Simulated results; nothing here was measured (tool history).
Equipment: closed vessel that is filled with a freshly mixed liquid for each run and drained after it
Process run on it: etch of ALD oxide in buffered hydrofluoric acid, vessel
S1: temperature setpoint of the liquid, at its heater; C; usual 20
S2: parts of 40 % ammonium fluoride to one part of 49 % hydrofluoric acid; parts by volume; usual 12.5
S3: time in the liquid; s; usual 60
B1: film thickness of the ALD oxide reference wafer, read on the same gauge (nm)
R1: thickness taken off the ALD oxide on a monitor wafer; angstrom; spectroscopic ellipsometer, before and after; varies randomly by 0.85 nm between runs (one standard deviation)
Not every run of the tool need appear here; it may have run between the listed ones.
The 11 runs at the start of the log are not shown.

run	hour	S1	S2	S3	B1	R1
12	305.6	20	12.5	60	90.02	1203.9
13	331.3	20	12.5	60	90.02	1182.8
14	345.5	20	12.5	60	90	1192.9
15	365	20	12.5	60	89.98	1197.3
16	385.7	20	9	60	89.99	1603.4
17	411.4	20	12.5	35	90	684.9
18	431	24.5	11	60	90.02	1714.5
19	459.7	20	10	35	89.98	853.1
20	494.3	22.5	12.5	45	90.01	1009.3
21	528.9	20	11	60	90.01	1318.1
22	559.9	23	12.5	60	89.99	1391.4
23	575.6	20	12.5	90	89.99	1756.2
24	589.2	18.5	10.5	40	90.01	848.2
# hour 603.6: thermometer replaced
25	623.6	21.5	10	80	90.03	2112.6
26	647.8	17	10	60	90.01	1227.8
27	677.9	20	12.5	60	90	1163.7
28	690.2	20	12.5	60	90.01	1155
29	714	17	9	85	90.02	1872.3
30	746.6	21.5	12.5	60	90.01	1266
31	762.1	21.5	8.5	70	89.99	2074
32	783.5	22	12.5	60	89.99	1303
33	808.3	20	12.5	60	90	1163.5
34	823.5	17.5	12.5	60	90.01	1003.1

4 ways to go on from here, each from the tool as it stands after run 34. What would each give?
A	824.2	20	12.5	60	?	?
B	824.2	24	12.5	60	?	?
C	824.2	17	12.5	90	?	?
D	824.2	20	12.5	85	?	?

run	B1	R1
A	90	1149.3
B	90	1433.9
C	90	1454.7
D	90	1628.2
The same runs, with their run-to-run variation unchanged, on a tool lacking any hidden condition would have given:
run	R1
A	1206.8
B	1505.5
C	1527.5
D	1709.6
